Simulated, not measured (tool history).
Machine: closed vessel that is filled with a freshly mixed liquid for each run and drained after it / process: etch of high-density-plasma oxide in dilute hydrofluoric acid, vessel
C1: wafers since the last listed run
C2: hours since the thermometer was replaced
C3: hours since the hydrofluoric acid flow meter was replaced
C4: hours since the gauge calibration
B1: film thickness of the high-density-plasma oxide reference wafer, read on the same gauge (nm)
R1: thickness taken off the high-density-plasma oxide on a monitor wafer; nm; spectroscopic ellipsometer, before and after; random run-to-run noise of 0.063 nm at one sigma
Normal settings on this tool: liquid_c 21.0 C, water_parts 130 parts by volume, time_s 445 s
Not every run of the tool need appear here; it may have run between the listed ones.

run 1 hour=0.0 | liquid_c=21.0 water_parts=130 time_s=285 | C1=0 C2=591.6 C3=2000.9 C4=210.7 | B1=90.00 | R1=13.80
run 2 hour=14.6 | liquid_c=21.0 water_parts=130 time_s=285 | C1=1358 C2=606.2 C3=2015.5 C4=225.3 | B1=90.00 | R1=13.82
run 3 hour=29.7 | liquid_c=24.5 water_parts=130 time_s=325 | C1=1404 C2=621.3 C3=2030.6 C4=240.4 | B1=89.98 | R1=18.22
run 4 hour=41.9 | liquid_c=24.5 water_parts=130 time_s=325 | C1=1134 C2=633.5 C3=2042.8 C4=252.6 | B1=89.99 | R1=18.17
run 5 hour=57.1 | liquid_c=24.5 water_parts=130 time_s=325 | C1=1413 C2=648.7 C3=2058.0 C4=267.8 | B1=90.01 | R1=18.10
run 6 hour=70.2 | liquid_c=21.0 water_parts=130 time_s=445 | C1=1218 C2=661.8 C3=2071.1 C4=280.9 | B1=90.00 | R1=21.71
run 7 hour=86.6 | liquid_c=21.0 water_parts=130 time_s=445 | C1=1525 C2=678.2 C3=2087.5 C4=297.3 | B1=89.97 | R1=21.61
run 8 hour=100.8 | liquid_c=21.0 water_parts=130 time_s=445 | C1=1320 C2=692.4 C3=2101.7 C4=311.5 | B1=89.98 | R1=21.83
run 9 hour=116.6 | liquid_c=21.0 water_parts=130 time_s=445 | C1=1469 C2=708.2 C3=2117.5 C4=327.3 | B1=89.98 | R1=21.81
run 10 hour=132.1 | liquid_c=21.0 water_parts=130 time_s=445 | C1=1441 C2=723.7 C3=2133.0 C4=342.8 | B1=90.00 | R1=21.81
-- hour=143.6 hydrofluoric acid flow meter replaced
run 11 hour=148.5 | liquid_c=21.0 water_parts=130 time_s=445 | C1=1432 C2=740.1 C3=4.9 C4=359.2 | B1=90.01 | R1=19.20
run 12 hour=162.4 | liquid_c=21.0 water_parts=130 time_s=445 | C1=1292 C2=754.0 C3=18.8 C4=373.1 | B1=89.99 | R1=19.09
-- hour=166.7 gauge calibrated
run 13 hour=171.0 | liquid_c=23.0 water_parts=130 time_s=445 | C1=799 C2=762.6 C3=27.4 C4=4.3 | B1=89.99 | R1=20.67
-- hour=174.7 thermometer replaced
run 14 hour=223.2 | liquid_c=19.5 water_parts=175 time_s=445 | C1=4762 C2=48.5 C3=79.6 C4=56.5 | B1=89.99 | R1=12.86
run 15 hour=236.6 | liquid_c=21.0 water_parts=130 time_s=295 | C1=1246 C2=61.9 C3=93.0 C4=69.9 | B1=90.03 | R1=12.71
run 16 hour=244.8 | liquid_c=21.0 water_parts=85 time_s=270 | C1=762 C2=70.1 C3=101.2 C4=78.1 | B1=90.01 | R1=18.88
run 17 hour=258.0 | liquid_c=21.0 water_parts=110 time_s=445 | C1=1227 C2=83.3 C3=114.4 C4=91.3 | B1=90.01 | R1=23.08
run 18 hour=271.2 | liquid_c=22.5 water_parts=175 time_s=270 | C1=1227 C2=96.5 C3=127.6 C4=104.5 | B1=90.01 | R1=8.80
run 19 hour=280.4 | liquid_c=21.0 water_parts=130 time_s=445 | C1=855 C2=105.7 C3=136.8 C4=113.7 | B1=89.99 | R1=19.37
run 20 hour=312.3 | liquid_c=21.0 water_parts=85 time_s=225 | C1=2967 C2=137.6 C3=168.7 C4=145.6 | B1=90.00 | R1=15.63
run 21 hour=323.3 | liquid_c=24.5 water_parts=130 time_s=325 | C1=1023 C2=148.6 C3=179.7 C4=156.6 | B1=90.00 | R1=16.18

For each entry between runs, how does the tool's hidden state at the last listed run before it compare with that at the first listed run after it?
Run 10 -> run 11: hydrofluoric acid flow meter replaced (hour 143.6)
  hydrofluoric acid flow above the setpoint (%): 13.8 -> 1.59
  measured result minus the result with no hidden state, R1: +2.98 -> +0.34 nm
Run 12 -> run 13: gauge calibrated (hour 166.7)
  hydrofluoric acid flow above the setpoint (%): 1.68 -> 1.73
  measured result minus the result with no hidden state, R1: +0.36 -> +0.41 nm
Run 13 -> run 14: thermometer replaced (hour 174.7)
  hydrofluoric acid flow above the setpoint (%): 1.73 -> 2.07
  measured result minus the result with no hidden state, R1: +0.41 -> +0.30 nm

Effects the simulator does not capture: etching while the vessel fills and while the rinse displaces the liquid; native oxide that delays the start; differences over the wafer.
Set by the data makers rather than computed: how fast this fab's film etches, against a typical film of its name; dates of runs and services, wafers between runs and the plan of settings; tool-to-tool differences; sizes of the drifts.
